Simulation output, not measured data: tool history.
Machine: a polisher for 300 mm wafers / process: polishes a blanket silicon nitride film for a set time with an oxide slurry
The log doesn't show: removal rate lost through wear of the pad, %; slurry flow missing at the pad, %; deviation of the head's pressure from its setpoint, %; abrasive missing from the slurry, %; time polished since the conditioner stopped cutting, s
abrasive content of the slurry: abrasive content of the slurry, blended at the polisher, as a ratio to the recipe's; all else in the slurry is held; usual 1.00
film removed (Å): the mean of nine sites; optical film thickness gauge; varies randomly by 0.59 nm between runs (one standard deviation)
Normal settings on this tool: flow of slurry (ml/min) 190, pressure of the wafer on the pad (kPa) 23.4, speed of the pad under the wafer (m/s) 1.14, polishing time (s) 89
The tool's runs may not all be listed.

run    hour  flow of slurry (ml/min)  pressure of the wafer on the pad (kPa)  speed of the pad under the wafer (m/s)  abrasive content of the slurry  polishing time (s)  wafers since the last listed run  wafers polished on this pad  hours since the slurry nozzle was cleaned  hours since the head pressure was calibrated  hours since the slurry blender was calibrated  hours since the conditioning disc was replaced  incoming thickness of the incoming film, nm  film removed (Å)
  1     0.0                      190                                    23.4                                    1.42                            1.00                  89                                 0                         1385                                      381.8                                         860.3                                          361.9                                           307.4                                        331.8               832
  2    62.8                      190                                    23.4                                    1.42                            1.00                  89                               869                         2255                                      444.6                                         923.1                                          424.7                                           370.2                                        327.3               840
       68.7  -- slurry blender recalibrated
      111.5  -- worn pad replaced by a new one
  3   112.0                      240                                    23.4                                    1.14                            1.00                  89                               598                            6                                      493.8                                         972.3                                           43.3                                           419.4                                        332.8               731
      123.6  -- conditioning disc replaced and pad reconditioned
  4   147.8                      240                                    23.4                                    1.14                            1.00                  89                               467                          474                                      529.6                                        1008.1                                           79.1                                            24.2                                        332.0               739
  5   223.9                      240                                    23.4                                    1.14                            1.00                  89                              1053                         1528                                      605.7                                        1084.2                                          155.2                                           100.3                                        327.5               732
      328.4  -- worn pad replaced by a new one
      404.8  -- slurry nozzle cleaned
  6   421.6                      190                                    23.4                                    1.14                            1.00                  89                              2667                         1275                                       16.8                                        1281.9                                          352.9                                           298.0                                        326.5               715
      468.9  -- slurry blender recalibrated
  7   516.1                      190                                    23.4                                    1.14                            1.00                  89                              1280                         2556                                      111.3                                        1376.4                                           47.2                                           392.5                                        334.2               713
      551.3  -- head pressure recalibrated
      561.5  -- worn pad replaced by a new one
      576.2  -- conditioning disc replaced and pad reconditioned
  8   600.8                      160                                    23.4                                    1.14                            1.00                  89                              1061                          516                                      196.0                                          49.5                                          131.9                                            24.6                                        325.1               692
  9   648.0                      155                                    23.4                                    1.14                            0.75                 119                               653                         1169                                      243.2                                          96.7                                          179.1                                            71.8                                        328.3               784
 10   697.7                      190                                    23.4                                    1.14                            1.00                  89                               687                         1857                                      292.9                                         146.4                                          228.8                                           121.5                                        327.4               724
 11   787.7                      190                                    23.4                                    1.14                            1.00                  89                              1245                         3103                                      382.9                                         236.4                                          318.8                                           211.5                                        335.0               721
      813.4  -- worn pad replaced by a new one
 12   877.0                      155                                    28.3                                    0.88                            1.00                  65                              1180                          881                                      472.2                                         325.7                                          408.1                                           300.8                                        331.0               492
      896.2  -- slurry blender recalibrated
 13   964.5                      240                                    23.4                                    1.14                            1.00                  89                              1183                         2064                                      559.7                                         413.2                                           68.3                                           388.3                                        327.9               731
     1004.3  -- conditioning disc replaced and pad reconditioned
     1045.5  -- worn pad replaced by a new one
 14  1074.2                      190                                    25.5                                    1.14                            1.00                  89                              1435                          397                                      669.4                                         522.9                                          178.0                                            69.9                                        326.7               764
 15  1116.5                      190                                    23.4                                    1.30                            0.80                  89                               585                          982                                      711.7                                         565.2                                          220.3                                           112.2                                        326.0               682

Consider 5 possible next runs. They are alternatives, not a sequence: every one starts from the tool as it was left by run 15. What does each give?
  A  1116.9                      190                                    23.4                                    1.14                            0.85                  89                                 5                          988                                      712.1                                         565.6                                          220.7                                           112.6                                        328.4                 ?
  B  1116.9                      190                                    29.6                                    1.32                            1.00                  68                                 5                          988                                      712.1                                         565.6                                          220.7                                           112.6                                        328.4                 ?
  C  1116.9                      230                                    21.4                                    1.14                            1.10                  98                                 5                          988                                      712.1                                         565.6                                          220.7                                           112.6                                        328.4                 ?
  D  1116.9                      190                                    27.6                                    1.40                            1.00                  89                                 5                          988                                      712.1                                         565.6                                          220.7                                           112.6                                        328.4                 ?
  E  1116.9                      255                                    23.4                                    1.14                            1.00                  89                                 5                          988                                      712.1                                         565.6                                          220.7                                           112.6                                        328.4                 ?

run  film removed (Å)
  A               652
  B               721
  C               788
  D               930
  E               735
Stripped of hidden state, with their random variation kept, the same runs would have yielded:
run  film removed (Å)
  A               652
  B               721
  C               788
  D               930
  E               735
